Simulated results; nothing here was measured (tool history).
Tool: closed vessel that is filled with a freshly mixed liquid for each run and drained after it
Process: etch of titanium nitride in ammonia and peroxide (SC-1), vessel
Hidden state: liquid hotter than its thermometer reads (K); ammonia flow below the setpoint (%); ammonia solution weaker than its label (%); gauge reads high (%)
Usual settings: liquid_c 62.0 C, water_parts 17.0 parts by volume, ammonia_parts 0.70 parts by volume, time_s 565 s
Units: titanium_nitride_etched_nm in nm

| run | day | liquid_c | water_parts | ammonia_parts | time_s | wafers since the last listed run | hours since the thermometer was replaced | hours since the ammonia flow meter was replaced | hours since the drum of ammonia solution was connected | hours since the gauge calibration | read-back film thickness of the titanium nitride reference wafer, read on the same gauge (nm) | titanium_nitride_etched_nm |
|---|---|---|---|---|---|---|---|---|---|---|---|---|
| 1 | 0.000 | 62.0 | 17.0 | 0.70 | 565 | 0 | 143.4 | 855.8 | 241.5 | 1680.0 | 60.01 | 52.09 |
| 2 | 1.404 | 62.0 | 17.0 | 0.70 | 565 | 1468 | 177.1 | 889.5 | 275.2 | 1713.7 | 59.98 | 51.93 |
| 3 | 4.375 | 62.0 | 17.0 | 0.70 | 565 | 3107 | 248.4 | 960.8 | 346.5 | 1785.0 | 59.98 | 51.56 |
| 4 | 6.004 | 62.0 | 17.0 | 0.70 | 565 | 1704 | 287.5 | 999.9 | 385.6 | 1824.1 | 60.01 | 51.71 |
| 5 | 7.746 | 62.0 | 17.0 | 0.70 | 565 | 1821 | 329.3 | 1041.7 | 427.4 | 1865.9 | 60.00 | 51.50 |
| 6 | 10.317 | 62.0 | 17.0 | 0.70 | 565 | 2688 | 391.0 | 1103.4 | 489.1 | 1927.6 | 60.00 | 51.64 |
| 7 | 13.304 | 62.0 | 17.0 | 0.70 | 565 | 3124 | 462.7 | 1175.1 | 560.8 | 1999.3 | 59.99 | 51.54 |
| 8 | 15.308 | 62.0 | 17.0 | 0.70 | 565 | 2096 | 510.8 | 1223.2 | 608.9 | 2047.4 | 59.99 | 51.25 |
|  | 16.600 | gauge calibrated |
| 9 | 17.167 | 70.0 | 11.5 | 0.85 | 365 | 1943 | 555.4 | 1267.8 | 653.5 | 13.6 | 59.99 | 69.93 |
| 10 | 18.646 | 62.0 | 20.5 | 0.70 | 835 | 1547 | 590.9 | 1303.3 | 689.0 | 49.1 | 59.99 | 67.73 |
| 11 | 21.375 | 58.0 | 17.0 | 0.50 | 310 | 2854 | 656.4 | 1368.8 | 754.5 | 114.6 | 59.99 | 20.13 |
| 12 | 24.288 | 68.0 | 17.0 | 0.55 | 565 | 3046 | 726.3 | 1438.7 | 824.4 | 184.5 | 60.00 | 70.78 |
| 13 | 32.825 | 65.0 | 17.0 | 0.70 | 430 | 8929 | 931.2 | 1643.6 | 1029.3 | 389.4 | 60.01 | 47.00 |
| 14 | 35.758 | 62.0 | 17.0 | 0.45 | 565 | 3068 | 1001.6 | 1714.0 | 1099.7 | 459.8 | 60.01 | 46.40 |
|  | 37.612 | new drum of ammonia solution connected |
| 15 | 38.079 | 62.0 | 20.0 | 0.70 | 565 | 2383 | 1057.3 | 1769.7 | 11.2 | 515.5 | 60.01 | 46.75 |
| 16 | 39.196 | 62.0 | 12.0 | 0.70 | 720 | 1167 | 1084.1 | 1796.5 | 38.0 | 542.3 | 59.99 | 79.41 |
|  | 39.433 | thermometer replaced |
| 17 | 41.596 | 62.0 | 17.0 | 0.70 | 875 | 2466 | 51.9 | 1854.1 | 95.6 | 599.9 | 60.02 | 79.67 |
|  | 47.821 | ammonia flow meter replaced |
| 18 | 48.821 | 70.0 | 17.0 | 0.80 | 565 | 7513 | 225.3 | 24.0 | 269.0 | 773.3 | 60.02 | 88.94 |
| 19 | 50.375 | 58.0 | 17.0 | 0.50 | 310 | 1625 | 262.6 | 61.3 | 306.3 | 810.6 | 60.01 | 20.76 |
| 20 | 51.471 | 59.0 | 17.0 | 0.70 | 565 | 1146 | 288.9 | 87.6 | 332.6 | 836.9 | 60.01 | 43.00 |
| 21 | 53.462 | 54.5 | 17.0 | 0.55 | 565 | 2083 | 336.7 | 135.4 | 380.4 | 884.7 | 60.00 | 30.30 |
| 22 | 56.333 | 62.0 | 17.0 | 0.70 | 440 | 3002 | 405.6 | 204.3 | 449.3 | 953.6 | 59.97 | 40.60 |
| 23 | 58.717 | 56.0 | 13.0 | 0.95 | 565 | 2492 | 462.8 | 261.5 | 506.5 | 1010.8 | 60.02 | 42.76 |
| 24 | 61.396 | 70.0 | 17.0 | 0.70 | 565 | 2802 | 527.1 | 325.8 | 570.8 | 1075.1 | 60.01 | 86.72 |
| 25 | 63.204 | 59.0 | 17.0 | 0.70 | 565 | 1891 | 570.5 | 369.2 | 614.2 | 1118.5 | 60.02 | 42.57 |
| 26 | 64.546 | 62.0 | 17.0 | 0.70 | 565 | 1403 | 602.7 | 401.4 | 646.4 | 1150.7 | 60.00 | 52.02 |
| 27 | 67.283 | 54.5 | 14.0 | 0.70 | 380 | 2863 | 668.4 | 467.1 | 712.1 | 1216.4 | 59.98 | 23.57 |
| 28 | 69.554 | 55.5 | 13.5 | 0.40 | 315 | 2375 | 722.9 | 521.6 | 766.6 | 1270.9 | 59.99 | 19.13 |
| 29 | 72.200 | 62.0 | 17.0 | 0.70 | 565 | 2767 | 786.4 | 585.1 | 830.1 | 1334.4 | 59.99 | 51.27 |

Forecast each of these 3 alternatives for the next run:
| A | 72.233 | 62.0 | 11.5 | 0.70 | 565 | 34 | 787.2 | 585.9 | 830.9 | 1335.2 | ? | ? |
| B | 72.233 | 55.0 | 17.0 | 0.95 | 665 | 34 | 787.2 | 585.9 | 830.9 | 1335.2 | ? | ? |
| C | 72.233 | 67.5 | 17.0 | 0.70 | 475 | 34 | 787.2 | 585.9 | 830.9 | 1335.2 | ? | ? |

| run | read-back film thickness of the titanium nitride reference wafer, read on the same gauge (nm) | titanium_nitride_etched_nm |
|---|---|---|
| A | 60.00 | 63.03 |
| B | 60.00 | 39.94 |
| C | 60.00 | 60.97 |
Without the tool's hidden state the same runs would have given:
| run | titanium_nitride_etched_nm |
|---|---|
| A | 64.55 |
| B | 40.91 |
| C | 62.52 |

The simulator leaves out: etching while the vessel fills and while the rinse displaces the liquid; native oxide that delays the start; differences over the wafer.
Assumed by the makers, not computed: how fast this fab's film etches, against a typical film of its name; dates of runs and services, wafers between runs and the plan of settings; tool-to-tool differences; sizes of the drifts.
